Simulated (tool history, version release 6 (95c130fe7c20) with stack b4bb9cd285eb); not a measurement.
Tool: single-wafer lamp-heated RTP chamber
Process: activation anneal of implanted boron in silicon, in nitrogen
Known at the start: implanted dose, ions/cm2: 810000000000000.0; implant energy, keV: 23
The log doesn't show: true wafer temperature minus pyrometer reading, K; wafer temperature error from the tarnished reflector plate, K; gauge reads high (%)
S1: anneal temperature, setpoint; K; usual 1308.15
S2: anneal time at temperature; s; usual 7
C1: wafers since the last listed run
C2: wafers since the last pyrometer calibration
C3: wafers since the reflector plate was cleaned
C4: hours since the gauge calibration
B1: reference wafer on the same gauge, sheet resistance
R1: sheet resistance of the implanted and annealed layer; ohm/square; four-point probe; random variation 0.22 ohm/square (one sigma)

Run 1, hour 0: usual settings but S2 8 s; C1 0; C2 1082; C3 2360; C4 457.5; B1 139.99. Result: R1 148.83 ohm/square.
At hour 34.8: reflector plate cleaned.
Run 2, hour 35.3: usual settings but S1 1319.15 K, S2 8 s; C1 504; C2 1587; C3 9; C4 492.8; B1 140.03. Result: R1 147.77 ohm/square.
Run 3, hour 48: usual settings; C1 234; C2 1821; C3 244; C4 505.5; B1 140. Result: R1 148.96 ohm/square.
At hour 71.5: pyrometer window cleaned and pyrometer calibrated.
Run 4, hour 72: usual settings; C1 295; C2 9; C3 539; C4 529.5; B1 140.01. Result: R1 148.85 ohm/square.
Run 5, hour 98.7: usual settings; C1 493; C2 503; C3 1033; C4 556.2; B1 140.02. Result: R1 148.76 ohm/square.
Run 6, hour 131.5: usual settings but S2 6 s; C1 606; C2 1109; C3 1639; C4 589; B1 139.97. Result: R1 148.59 ohm/square.
Run 7, hour 156.1: usual settings but S1 1298.15 K, S2 4 s; C1 454; C2 1564; C3 2094; C4 613.6; B1 140.02. Result: R1 150.86 ohm/square.
Run 8, hour 188.7: usual settings but S1 1298.15 K, S2 4 s; C1 602; C2 2167; C3 2697; C4 646.2; B1 139.98. Result: R1 150.47 ohm/square.
At hour 215.8: pyrometer window cleaned and pyrometer calibrated.
At hour 224.3: reflector plate cleaned.
Run 9, hour 224.8: usual settings but S1 1298.15 K, S2 4 s; C1 371; C2 17; C3 10; C4 682.3; B1 139.98. Result: R1 150.86 ohm/square.
Run 10, hour 239.3: usual settings but S1 1330.15 K; C1 268; C2 285; C3 278; C4 696.8; B1 140.01. Result: R1 147.67 ohm/square.
At hour 319.6: gauge calibrated.
Run 11, hour 346.9: usual settings but S1 1330.15 K; C1 1989; C2 2275; C3 2267; C4 27.3; B1 139.99. Result: R1 147.93 ohm/square.
At hour 362: pyrometer window cleaned and pyrometer calibrated.
At hour 390.6: reflector plate cleaned.
Run 12, hour 391.1: usual settings but S1 1323.15 K, S2 11 s; C1 521; C2 390; C3 8; C4 71.5; B1 140.07. Result: R1 147.33 ohm/square.
Run 13, hour 417.8: usual settings but S1 1298.15 K, S2 3 s; C1 493; C2 884; C3 502; C4 98.2; B1 140.01. Result: R1 151.03 ohm/square.
Run 14, hour 445.1: usual settings; C1 504; C2 1389; C3 1006; C4 125.5; B1 139.98. Result: R1 148.95 ohm/square.
Run 15, hour 466.2: usual settings but S1 1318.15 K, S2 10 s; C1 390; C2 1779; C3 1396; C4 146.6; B1 139.97. Result: R1 148.12 ohm/square.
Run 16, hour 484.9: usual settings but S2 11 s; C1 345; C2 2124; C3 1742; C4 165.3; B1 140.01. Result: R1 148.96 ohm/square.
Run 17, hour 499.7: usual settings; C1 273; C2 2398; C3 2016; C4 180.1; B1 139.96. Result: R1 148.78 ohm/square.
At hour 525: pyrometer window cleaned and pyrometer calibrated.
Run 18, hour 534.5: usual settings but S1 1316.15 K; C1 495; C2 175; C3 2511; C4 214.9; B1 139.97. Result: R1 148.1 ohm/square.
Run 19, hour 554.9: usual settings but S1 1326.15 K, S2 6 s; C1 377; C2 552; C3 2888; C4 235.3; B1 140.02. Result: R1 147.81 ohm/square.
At hour 572.4: reflector plate cleaned.
Run 20, hour 584.8: usual settings but S1 1327.15 K, S2 4 s; C1 404; C2 957; C3 228; C4 265.2; B1 140. Result: R1 148.18 ohm/square.
Run 21, hour 615.4: usual settings but S1 1334.15 K; C1 565; C2 1522; C3 794; C4 295.8; B1 139.96. Result: R1 147.74 ohm/square.
At hour 651.7: pyrometer window cleaned and pyrometer calibrated.
Run 22, hour 652.2: usual settings but S1 1335.15 K, S2 5 s; C1 532; C2 8; C3 1326; C4 332.6; B1 139.99. Result: R1 148.05 ohm/square.
Run 23, hour 666.3: usual settings but S1 1293.15 K, S2 6 s; C1 260; C2 269; C3 1587; C4 346.7; B1 140.04. Result: R1 150.77 ohm/square.

What the log doesn't show, run by run:
true wafer temperature minus pyrometer reading, K: 0 in every run
wafer temperature error from the tarnished reflector plate, K: 0 in every run
gauge reads high (%): 0 in every run

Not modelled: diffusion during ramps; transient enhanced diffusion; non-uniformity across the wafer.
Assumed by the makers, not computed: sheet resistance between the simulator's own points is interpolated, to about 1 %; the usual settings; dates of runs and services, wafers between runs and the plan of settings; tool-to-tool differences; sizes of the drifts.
